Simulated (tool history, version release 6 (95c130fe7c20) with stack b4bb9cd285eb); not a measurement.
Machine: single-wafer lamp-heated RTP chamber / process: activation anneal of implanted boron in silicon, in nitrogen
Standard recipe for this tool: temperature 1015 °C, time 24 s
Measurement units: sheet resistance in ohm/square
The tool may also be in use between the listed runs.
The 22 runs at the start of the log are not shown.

run	day	temperature	time	read-back reference wafer on the same gauge, sheet resistance	sheet resistance
23	12.154	1015	24	100.14	121.05
24	12.858	1037	14	99.99	119.99
# day 13.617: pyrometer window cleaned and pyrometer calibrated
25	13.638	1015	24	99.9	121.57
26	13.921	991	32	99.92	126.53
27	14.192	1023	16	100.04	120.69
28	14.6	1015	24	99.95	121.35
29	16.554	995	28	100.22	125.06
30	17.062	1015	24	99.89	121.32
31	17.654	993	15	100.22	127.86
32	18.092	1002	31	100.02	123.35
33	18.471	991	24	100.1	127.47
34	18.967	1015	36	100.07	120.6
35	19.421	1015	24	99.86	121.27
36	19.688	987	28	100.06	128.28

Below are 5 alternative next runs, each starting from the tool's condition after run 36. Predict each:
A	19.704	1015	16	?	?
B	19.704	1003	38	?	?
C	19.704	1030	13	?	?
D	19.704	1023	35	?	?
E	19.704	1024	38	?	?

run	read-back reference wafer on the same gauge, sheet resistance	sheet resistance
A	100.09	122.05
B	100.09	122.49
C	100.09	120.54
D	100.09	119.96
E	100.09	119.76
What these runs would have given with no unlogged condition in the tool:
run	sheet resistance
A	122.05
B	122.49
C	120.54
D	119.96
E	119.76
